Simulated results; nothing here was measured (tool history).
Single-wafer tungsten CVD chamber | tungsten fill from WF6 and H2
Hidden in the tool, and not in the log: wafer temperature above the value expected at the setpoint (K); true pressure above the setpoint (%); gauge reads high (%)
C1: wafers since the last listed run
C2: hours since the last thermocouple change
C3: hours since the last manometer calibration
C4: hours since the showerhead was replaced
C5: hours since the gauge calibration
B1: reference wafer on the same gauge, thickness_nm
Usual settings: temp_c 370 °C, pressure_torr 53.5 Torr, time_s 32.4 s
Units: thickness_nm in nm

{"run": 1, "hour": 0.0, "temp_c": 381, "pressure_torr": 53.5, "time_s": 36.3, "C1": 0, "C2": 1386.3, "C3": 2174.1, "C4": 3813.7, "C5": 120.4, "B1": 78.585, "thickness_nm": 110.618}
{"run": 2, "hour": 17.0, "temp_c": 381, "pressure_torr": 53.5, "time_s": 36.3, "C1": 497, "C2": 1403.3, "C3": 2191.1, "C4": 3830.7, "C5": 137.4, "B1": 78.634, "thickness_nm": 110.511}
{"run": 3, "hour": 27.8, "temp_c": 381, "pressure_torr": 53.5, "time_s": 36.3, "C1": 315, "C2": 1414.1, "C3": 2201.9, "C4": 3841.5, "C5": 148.2, "B1": 78.595, "thickness_nm": 110.806}
{"run": 4, "hour": 45.0, "temp_c": 370, "pressure_torr": 53.5, "time_s": 32.4, "C1": 502, "C2": 1431.3, "C3": 2219.1, "C4": 3858.7, "C5": 165.4, "B1": 78.588, "thickness_nm": 77.593}
{"run": 5, "hour": 55.8, "temp_c": 370, "pressure_torr": 53.5, "time_s": 32.4, "C1": 315, "C2": 1442.1, "C3": 2229.9, "C4": 3869.5, "C5": 176.2, "B1": 78.593, "thickness_nm": 77.436}
{"run": 6, "hour": 71.6, "temp_c": 370, "pressure_torr": 53.5, "time_s": 32.4, "C1": 461, "C2": 1457.9, "C3": 2245.7, "C4": 3885.3, "C5": 192.0, "B1": 78.61, "thickness_nm": 77.744}
{"run": 7, "hour": 84.4, "temp_c": 370, "pressure_torr": 53.5, "time_s": 32.4, "C1": 374, "C2": 1470.7, "C3": 2258.5, "C4": 3898.1, "C5": 204.8, "B1": 78.594, "thickness_nm": 78.015}
{"run": 8, "hour": 100.9, "temp_c": 370, "pressure_torr": 53.5, "time_s": 27.5, "C1": 482, "C2": 1487.2, "C3": 2275.0, "C4": 3914.6, "C5": 221.3, "B1": 78.584, "thickness_nm": 66.417}
{"run": 9, "hour": 114.6, "temp_c": 370, "pressure_torr": 53.5, "time_s": 27.5, "C1": 400, "C2": 1500.9, "C3": 2288.7, "C4": 3928.3, "C5": 235.0, "B1": 78.584, "thickness_nm": 66.362}
{"run": 10, "hour": 128.2, "temp_c": 370, "pressure_torr": 53.5, "time_s": 27.5, "C1": 397, "C2": 1514.5, "C3": 2302.3, "C4": 3941.9, "C5": 248.6, "B1": 78.595, "thickness_nm": 66.541}
{"run": 11, "hour": 145.4, "temp_c": 370, "pressure_torr": 53.5, "time_s": 32.4, "C1": 502, "C2": 1531.7, "C3": 2319.5, "C4": 3959.1, "C5": 265.8, "B1": 78.622, "thickness_nm": 78.418}
{"run": 12, "hour": 151.9, "temp_c": 370, "pressure_torr": 53.5, "time_s": 32.4, "C1": 190, "C2": 1538.2, "C3": 2326.0, "C4": 3965.6, "C5": 272.3, "B1": 78.572, "thickness_nm": 78.274}
{"run": 13, "hour": 162.8, "temp_c": 370, "pressure_torr": 53.5, "time_s": 32.4, "C1": 318, "C2": 1549.1, "C3": 2336.9, "C4": 3976.5, "C5": 283.2, "B1": 78.622, "thickness_nm": 78.364}
{"run": 14, "hour": 192.3, "temp_c": 370, "pressure_torr": 53.5, "time_s": 32.4, "C1": 862, "C2": 1578.6, "C3": 2366.4, "C4": 4006.0, "C5": 312.7, "B1": 78.614, "thickness_nm": 78.789}
{"run": 15, "hour": 206.6, "temp_c": 370, "pressure_torr": 53.5, "time_s": 32.4, "C1": 418, "C2": 1592.9, "C3": 2380.7, "C4": 4020.3, "C5": 327.0, "B1": 78.618, "thickness_nm": 78.677}
{"run": 16, "hour": 219.6, "temp_c": 370, "pressure_torr": 53.5, "time_s": 32.4, "C1": 380, "C2": 1605.9, "C3": 2393.7, "C4": 4033.3, "C5": 340.0, "B1": 78.571, "thickness_nm": 78.881}
{"hour": 236.1, "done": "capacitance manometer re-zeroed and calibrated"}
{"hour": 237.2, "done": "thermocouple changed; heater temperature recalibrated"}
{"run": 17, "hour": 237.7, "temp_c": 370, "pressure_torr": 53.5, "time_s": 32.4, "C1": 262, "C2": 0.5, "C3": 1.6, "C4": 4051.4, "C5": 358.1, "B1": 78.559, "thickness_nm": 69.81}
{"run": 18, "hour": 243.5, "temp_c": 356, "pressure_torr": 61.9, "time_s": 37.7, "C1": 169, "C2": 6.3, "C3": 7.4, "C4": 4057.2, "C5": 363.9, "B1": 78.599, "thickness_nm": 64.725}
{"run": 19, "hour": 256.8, "temp_c": 359, "pressure_torr": 47.9, "time_s": 32.4, "C1": 388, "C2": 19.6, "C3": 20.7, "C4": 4070.5, "C5": 377.2, "B1": 78.583, "thickness_nm": 49.31}
{"run": 20, "hour": 265.8, "temp_c": 370, "pressure_torr": 53.5, "time_s": 32.4, "C1": 263, "C2": 28.6, "C3": 29.7, "C4": 4079.5, "C5": 386.2, "B1": 78.584, "thickness_nm": 69.743}
{"run": 21, "hour": 280.3, "temp_c": 370, "pressure_torr": 53.5, "time_s": 32.4, "C1": 423, "C2": 43.1, "C3": 44.2, "C4": 4094.0, "C5": 400.7, "B1": 78.587, "thickness_nm": 69.729}
{"run": 22, "hour": 291.1, "temp_c": 378, "pressure_torr": 42.7, "time_s": 28.0, "C1": 315, "C2": 53.9, "C3": 55.0, "C4": 4104.8, "C5": 411.5, "B1": 78.553, "thickness_nm": 59.565}
{"run": 23, "hour": 308.8, "temp_c": 381, "pressure_torr": 65.3, "time_s": 34.7, "C1": 517, "C2": 71.6, "C3": 72.7, "C4": 4122.5, "C5": 429.2, "B1": 78.603, "thickness_nm": 109.903}
{"run": 24, "hour": 315.5, "temp_c": 370, "pressure_torr": 53.5, "time_s": 32.4, "C1": 195, "C2": 78.3, "C3": 79.4, "C4": 4129.2, "C5": 435.9, "B1": 78.584, "thickness_nm": 69.696}
{"run": 25, "hour": 322.2, "temp_c": 379, "pressure_torr": 42.2, "time_s": 34.8, "C1": 195, "C2": 85.0, "C3": 86.1, "C4": 4135.9, "C5": 442.6, "B1": 78.594, "thickness_nm": 74.838}
{"run": 26, "hour": 368.8, "temp_c": 378, "pressure_torr": 63.1, "time_s": 30.6, "C1": 1362, "C2": 131.6, "C3": 132.7, "C4": 4182.5, "C5": 489.2, "B1": 78.61, "thickness_nm": 89.044}
{"run": 27, "hour": 375.0, "temp_c": 370, "pressure_torr": 53.5, "time_s": 38.8, "C1": 181, "C2": 137.8, "C3": 138.9, "C4": 4188.7, "C5": 495.4, "B1": 78.608, "thickness_nm": 83.783}
{"hour": 389.8, "done": "gauge calibrated"}
{"run": 28, "hour": 392.9, "temp_c": 370, "pressure_torr": 43.5, "time_s": 36.7, "C1": 523, "C2": 155.7, "C3": 156.8, "C4": 4206.6, "C5": 3.1, "B1": 78.627, "thickness_nm": 66.512}
{"hour": 405.7, "done": "showerhead replaced"}
{"run": 29, "hour": 407.5, "temp_c": 370, "pressure_torr": 48.3, "time_s": 32.4, "C1": 192, "C2": 170.3, "C3": 171.4, "C4": 1.8, "C5": 17.7, "B1": 78.583, "thickness_nm": 64.167}
{"run": 30, "hour": 425.0, "temp_c": 356, "pressure_torr": 61.9, "time_s": 37.7, "C1": 511, "C2": 187.8, "C3": 188.9, "C4": 19.3, "C5": 35.2, "B1": 78.596, "thickness_nm": 64.989}
{"run": 31, "hour": 440.8, "temp_c": 370, "pressure_torr": 53.5, "time_s": 36.3, "C1": 461, "C2": 203.6, "C3": 204.7, "C4": 35.1, "C5": 51.0, "B1": 78.578, "thickness_nm": 78.638}
{"run": 32, "hour": 489.9, "temp_c": 370, "pressure_torr": 53.5, "time_s": 32.4, "C1": 1435, "C2": 252.7, "C3": 253.8, "C4": 84.2, "C5": 100.1, "B1": 78.58, "thickness_nm": 70.233}
{"run": 33, "hour": 507.9, "temp_c": 362, "pressure_torr": 63.8, "time_s": 32.4, "C1": 526, "C2": 270.7, "C3": 271.8, "C4": 102.2, "C5": 118.1, "B1": 78.616, "thickness_nm": 65.956}
{"run": 34, "hour": 519.2, "temp_c": 384, "pressure_torr": 53.5, "time_s": 30.6, "C1": 330, "C2": 282.0, "C3": 283.1, "C4": 113.5, "C5": 129.4, "B1": 78.611, "thickness_nm": 90.621}
{"run": 35, "hour": 534.2, "temp_c": 370, "pressure_torr": 53.5, "time_s": 32.4, "C1": 438, "C2": 297.0, "C3": 298.1, "C4": 128.5, "C5": 144.4, "B1": 78.592, "thickness_nm": 70.405}

Hidden state or all else? Some run-to-run changes of thickness_nm, split into what the settings, what came in and random variation would give without the hidden state, and what is left for the hidden state (with any gauge scatter that isn't in both results):
Run 3 -> 4: temp_c 381 -> 370, time_s 36.3 -> 32.4. thickness_nm -33.213 nm: hidden state -3.040, all else -30.173.
Run 10 -> 11: time_s 27.5 -> 32.4. thickness_nm +11.877 nm: hidden state +1.401, all else +10.476.
Run 16 -> 17: capacitance manometer re-zeroed and calibrated, thermocouple changed; heater temperature recalibrated. thickness_nm -9.071 nm: hidden state -9.181, all else +0.110.
Run 22 -> 23: temp_c 378 -> 381, pressure_torr 42.7 -> 65.3, time_s 28.0 -> 34.7. thickness_nm +50.338 nm: hidden state +0.107, all else +50.231.
Run 23 -> 24: temp_c 381 -> 370, pressure_torr 65.3 -> 53.5, time_s 34.7 -> 32.4. thickness_nm -40.207 nm: hidden state -0.067, all else -40.140.
